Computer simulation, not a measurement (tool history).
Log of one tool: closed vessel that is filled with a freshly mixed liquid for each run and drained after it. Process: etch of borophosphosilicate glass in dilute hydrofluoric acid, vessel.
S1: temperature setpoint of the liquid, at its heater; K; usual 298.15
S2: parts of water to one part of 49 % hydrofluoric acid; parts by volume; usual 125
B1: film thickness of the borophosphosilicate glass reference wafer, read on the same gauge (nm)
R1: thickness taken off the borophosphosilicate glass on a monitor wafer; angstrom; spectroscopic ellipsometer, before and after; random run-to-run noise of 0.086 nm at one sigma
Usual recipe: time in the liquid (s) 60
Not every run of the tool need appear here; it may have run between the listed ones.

{"run": 1, "hour": 0.0, "S1": 298.15, "S2": 125, "time in the liquid (s)": 60, "B1": 100.03, "R1": 151.4}
{"run": 2, "hour": 61.8, "S1": 298.15, "S2": 125, "time in the liquid (s)": 60, "B1": 99.97, "R1": 152.5}
{"hour": 76.0, "done": "gauge calibrated"}
{"run": 3, "hour": 121.1, "S1": 298.15, "S2": 125, "time in the liquid (s)": 60, "B1": 100.0, "R1": 154.1}
{"run": 4, "hour": 162.9, "S1": 298.15, "S2": 125, "time in the liquid (s)": 75, "B1": 100.01, "R1": 193.5}
{"run": 5, "hour": 193.1, "S1": 298.15, "S2": 125, "time in the liquid (s)": 75, "B1": 99.99, "R1": 190.3}
{"run": 6, "hour": 259.3, "S1": 298.15, "S2": 125, "time in the liquid (s)": 75, "B1": 100.0, "R1": 191.8}
{"run": 7, "hour": 329.5, "S1": 298.15, "S2": 125, "time in the liquid (s)": 65, "B1": 100.02, "R1": 167.2}
{"run": 8, "hour": 397.5, "S1": 298.15, "S2": 160, "time in the liquid (s)": 60, "B1": 100.0, "R1": 115.7}
{"run": 9, "hour": 421.7, "S1": 298.15, "S2": 125, "time in the liquid (s)": 60, "B1": 99.99, "R1": 156.0}
{"run": 10, "hour": 484.2, "S1": 298.15, "S2": 125, "time in the liquid (s)": 60, "B1": 100.01, "R1": 156.2}
{"run": 11, "hour": 527.8, "S1": 294.65, "S2": 125, "time in the liquid (s)": 85, "B1": 100.0, "R1": 190.3}
{"run": 12, "hour": 582.5, "S1": 294.65, "S2": 125, "time in the liquid (s)": 85, "B1": 99.98, "R1": 192.4}
{"run": 13, "hour": 654.0, "S1": 294.65, "S2": 125, "time in the liquid (s)": 85, "B1": 100.01, "R1": 192.8}
{"run": 14, "hour": 725.4, "S1": 298.15, "S2": 125, "time in the liquid (s)": 60, "B1": 99.98, "R1": 156.6}
{"run": 15, "hour": 780.1, "S1": 293.15, "S2": 125, "time in the liquid (s)": 60, "B1": 100.02, "R1": 128.3}
{"run": 16, "hour": 830.2, "S1": 298.15, "S2": 125, "time in the liquid (s)": 60, "B1": 99.99, "R1": 157.9}
{"run": 17, "hour": 892.9, "S1": 299.65, "S2": 145, "time in the liquid (s)": 30, "B1": 99.98, "R1": 69.8}
{"run": 18, "hour": 919.1, "S1": 299.65, "S2": 175, "time in the liquid (s)": 60, "B1": 99.98, "R1": 110.9}
{"hour": 930.1, "done": "thermometer replaced"}
{"run": 19, "hour": 970.8, "S1": 298.15, "S2": 70, "time in the liquid (s)": 60, "B1": 100.0, "R1": 302.4}
{"run": 20, "hour": 1023.0, "S1": 294.65, "S2": 125, "time in the liquid (s)": 85, "B1": 100.0, "R1": 195.3}
{"run": 21, "hour": 1070.5, "S1": 300.65, "S2": 95, "time in the liquid (s)": 40, "B1": 100.0, "R1": 159.2}
{"hour": 1080.6, "done": "hydrofluoric acid flow meter replaced"}
{"run": 22, "hour": 1106.0, "S1": 296.65, "S2": 125, "time in the liquid (s)": 45, "B1": 100.01, "R1": 108.0}
{"run": 23, "hour": 1148.8, "S1": 298.15, "S2": 125, "time in the liquid (s)": 60, "B1": 100.0, "R1": 151.7}
{"run": 24, "hour": 1196.1, "S1": 303.15, "S2": 125, "time in the liquid (s)": 35, "B1": 100.0, "R1": 106.8}
{"hour": 1213.7, "done": "gauge calibrated"}
{"run": 25, "hour": 1242.2, "S1": 302.15, "S2": 155, "time in the liquid (s)": 50, "B1": 100.0, "R1": 114.4}
{"run": 26, "hour": 1304.7, "S1": 301.65, "S2": 125, "time in the liquid (s)": 45, "B1": 99.99, "R1": 131.7}
{"run": 27, "hour": 1342.8, "S1": 301.65, "S2": 95, "time in the liquid (s)": 60, "B1": 99.97, "R1": 238.0}
{"run": 28, "hour": 1412.1, "S1": 300.15, "S2": 110, "time in the liquid (s)": 50, "B1": 100.01, "R1": 160.3}
{"run": 29, "hour": 1519.0, "S1": 298.15, "S2": 125, "time in the liquid (s)": 60, "B1": 99.99, "R1": 154.0}
{"run": 30, "hour": 1546.5, "S1": 296.65, "S2": 110, "time in the liquid (s)": 35, "B1": 100.0, "R1": 98.4}
{"run": 31, "hour": 1611.5, "S1": 296.65, "S2": 105, "time in the liquid (s)": 85, "B1": 99.97, "R1": 249.6}

Exercise: give the hidden state of the tool at every run:
liquid colder than its thermometer reads (K): 0 at every run
gauge reads high (%): 0 at every run
H1: hydrofluoric acid flow above the setpoint (%)
run=1 H1=0.293
run=2 H1=0.516
run=3 H1=0.73
run=4 H1=0.881
run=5 H1=0.99
run=6 H1=1.23
run=7 H1=1.48
run=8 H1=1.73
run=9 H1=1.81
run=10 H1=2.04
run=11 H1=2.2
run=12 H1=2.39
run=13 H1=2.65
run=14 H1=2.91
run=15 H1=3.11
run=16 H1=3.29
run=17 H1=3.51
run=18 H1=3.61
run=19 H1=3.8
run=20 H1=3.98
run=21 H1=4.16
run=22 H1=0.124
run=23 H1=0.279
run=24 H1=0.449
run=25 H1=0.616
run=26 H1=0.841
run=27 H1=0.979
run=28 H1=1.23
run=29 H1=1.61
run=30 H1=1.71
run=31 H1=1.95
